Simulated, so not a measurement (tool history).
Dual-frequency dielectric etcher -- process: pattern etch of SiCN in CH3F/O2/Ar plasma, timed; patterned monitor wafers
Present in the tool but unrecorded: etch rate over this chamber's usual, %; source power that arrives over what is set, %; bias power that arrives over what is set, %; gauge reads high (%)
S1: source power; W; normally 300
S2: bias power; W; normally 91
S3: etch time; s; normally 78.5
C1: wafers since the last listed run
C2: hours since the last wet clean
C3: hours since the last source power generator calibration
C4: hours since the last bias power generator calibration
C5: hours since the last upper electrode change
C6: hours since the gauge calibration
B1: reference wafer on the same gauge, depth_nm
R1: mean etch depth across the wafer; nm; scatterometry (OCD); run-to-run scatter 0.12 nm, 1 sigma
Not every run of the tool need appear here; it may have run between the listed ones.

| run | hour | S1 | S2 | S3 | C1 | C2 | C3 | C4 | C5 | C6 | B1 | R1 |
|---|---|---|---|---|---|---|---|---|---|---|---|---|
| 1 | 0.0 | 300 | 91 | 78.5 | 0 | 347.6 | 4411.6 | 2730.9 | 1485.1 | 438.7 | 24.08 | 27.34 |
| 2 | 32.7 | 300 | 91 | 78.5 | 245 | 380.3 | 4444.3 | 2763.6 | 1517.8 | 471.4 | 24.11 | 27.50 |
| 3 | 59.3 | 300 | 91 | 78.5 | 199 | 406.9 | 4470.9 | 2790.2 | 1544.4 | 498.0 | 24.12 | 27.13 |
| 4 | 91.5 | 300 | 91 | 78.5 | 241 | 439.1 | 4503.1 | 2822.4 | 1576.6 | 530.2 | 24.10 | 27.33 |
|  | 137.5 | wet clean of the chamber |
| 5 | 138.0 | 300 | 91 | 78.5 | 168 | 0.5 | 4549.6 | 2868.9 | 1623.1 | 576.7 | 24.09 | 27.39 |
| 6 | 166.6 | 300 | 91 | 71.5 | 214 | 29.1 | 4578.2 | 2897.5 | 1651.7 | 605.3 | 24.07 | 25.12 |
| 7 | 222.6 | 300 | 91 | 71.5 | 420 | 85.1 | 4634.2 | 2953.5 | 1707.7 | 661.3 | 24.10 | 24.95 |
| 8 | 254.6 | 300 | 91 | 78.5 | 240 | 117.1 | 4666.2 | 2985.5 | 1739.7 | 693.3 | 24.07 | 27.53 |
| 9 | 311.8 | 300 | 91 | 78.5 | 429 | 174.3 | 4723.4 | 3042.7 | 1796.9 | 750.5 | 24.14 | 27.43 |
| 10 | 383.4 | 300 | 91 | 78.5 | 537 | 245.9 | 4795.0 | 3114.3 | 1868.5 | 822.1 | 24.06 | 27.18 |
| 11 | 452.6 | 300 | 91 | 78.5 | 519 | 315.1 | 4864.2 | 3183.5 | 1937.7 | 891.3 | 24.08 | 27.02 |
|  | 500.2 | source power generator calibrated |
| 12 | 512.5 | 300 | 91 | 84.0 | 419 | 375.0 | 12.3 | 3243.4 | 1997.6 | 951.2 | 24.11 | 29.00 |
| 13 | 545.0 | 300 | 91 | 84.0 | 243 | 407.5 | 44.8 | 3275.9 | 2030.1 | 983.7 | 24.12 | 28.97 |
|  | 585.7 | gauge calibrated |
|  | 586.3 | bias power generator calibrated |
| 14 | 596.6 | 300 | 91 | 78.5 | 357 | 459.1 | 96.4 | 10.3 | 2081.7 | 10.9 | 24.09 | 26.94 |
| 15 | 631.4 | 260 | 100 | 91.0 | 261 | 493.9 | 131.2 | 45.1 | 2116.5 | 45.7 | 24.10 | 31.33 |
|  | 660.6 | upper electrode replaced |
|  | 708.8 | wet clean of the chamber |
| 16 | 709.3 | 300 | 91 | 78.5 | 224 | 0.5 | 209.1 | 123.0 | 48.7 | 123.6 | 24.10 | 26.43 |
| 17 | 725.6 | 300 | 91 | 78.5 | 122 | 16.8 | 225.4 | 139.3 | 65.0 | 139.9 | 24.10 | 26.45 |
| 18 | 749.9 | 350 | 79 | 92.0 | 182 | 41.1 | 249.7 | 163.6 | 89.3 | 164.2 | 24.11 | 30.85 |
| 19 | 810.8 | 380 | 91 | 100.0 | 457 | 102.0 | 310.6 | 224.5 | 150.2 | 225.1 | 24.07 | 36.12 |
| 20 | 842.1 | 380 | 71 | 92.5 | 234 | 133.3 | 341.9 | 255.8 | 181.5 | 256.4 | 24.13 | 30.57 |
|  | 895.8 | wet clean of the chamber, repeated, since the last time left the tool worse |
| 21 | 896.3 | 340 | 91 | 94.5 | 226 | 0.5 | 396.1 | 310.0 | 235.7 | 310.6 | 24.10 | 34.69 |
| 22 | 929.1 | 340 | 105 | 98.0 | 246 | 33.3 | 428.9 | 342.8 | 268.5 | 343.4 | 24.09 | 37.57 |
| 23 | 994.7 | 270 | 83 | 69.5 | 492 | 98.9 | 494.5 | 408.4 | 334.1 | 409.0 | 24.09 | 22.90 |
| 24 | 1025.7 | 300 | 91 | 78.5 | 232 | 129.9 | 525.5 | 439.4 | 365.1 | 440.0 | 24.07 | 27.55 |
| 25 | 1074.3 | 330 | 91 | 65.5 | 364 | 178.5 | 574.1 | 488.0 | 413.7 | 488.6 | 24.10 | 23.69 |
| 26 | 1123.8 | 360 | 91 | 71.5 | 371 | 228.0 | 623.6 | 537.5 | 463.2 | 538.1 | 24.14 | 26.47 |
| 27 | 1268.7 | 300 | 91 | 78.5 | 1087 | 372.9 | 768.5 | 682.4 | 608.1 | 683.0 | 24.09 | 27.59 |
| 28 | 1381.6 | 350 | 98 | 64.5 | 847 | 485.8 | 881.4 | 795.3 | 721.0 | 795.9 | 24.11 | 24.17 |
|  | 1423.3 | wet clean of the chamber |
| 29 | 1444.6 | 240 | 112 | 78.5 | 292 | 21.3 | 944.4 | 858.3 | 784.0 | 858.9 | 24.07 | 27.99 |

Here are 3 independent what-if runs from the current tool condition. What would each one return?
| A | 1445.0 | 300 | 73 | 78.5 | 3 | 21.7 | 944.8 | 858.7 | 784.4 | 859.3 | ? | ? |
| B | 1445.0 | 360 | 91 | 93.5 | 3 | 21.7 | 944.8 | 858.7 | 784.4 | 859.3 | ? | ? |
| C | 1445.0 | 300 | 91 | 89.5 | 3 | 21.7 | 944.8 | 858.7 | 784.4 | 859.3 | ? | ? |

| run | B1 | R1 |
|---|---|---|
| A | 24.10 | 25.63 |
| B | 24.10 | 34.78 |
| C | 24.10 | 31.49 |
Stripped of hidden state, with their random variation kept, the same runs would have yielded:
| run | R1 |
|---|---|
| A | 25.64 |
| B | 34.80 |
| C | 31.50 |

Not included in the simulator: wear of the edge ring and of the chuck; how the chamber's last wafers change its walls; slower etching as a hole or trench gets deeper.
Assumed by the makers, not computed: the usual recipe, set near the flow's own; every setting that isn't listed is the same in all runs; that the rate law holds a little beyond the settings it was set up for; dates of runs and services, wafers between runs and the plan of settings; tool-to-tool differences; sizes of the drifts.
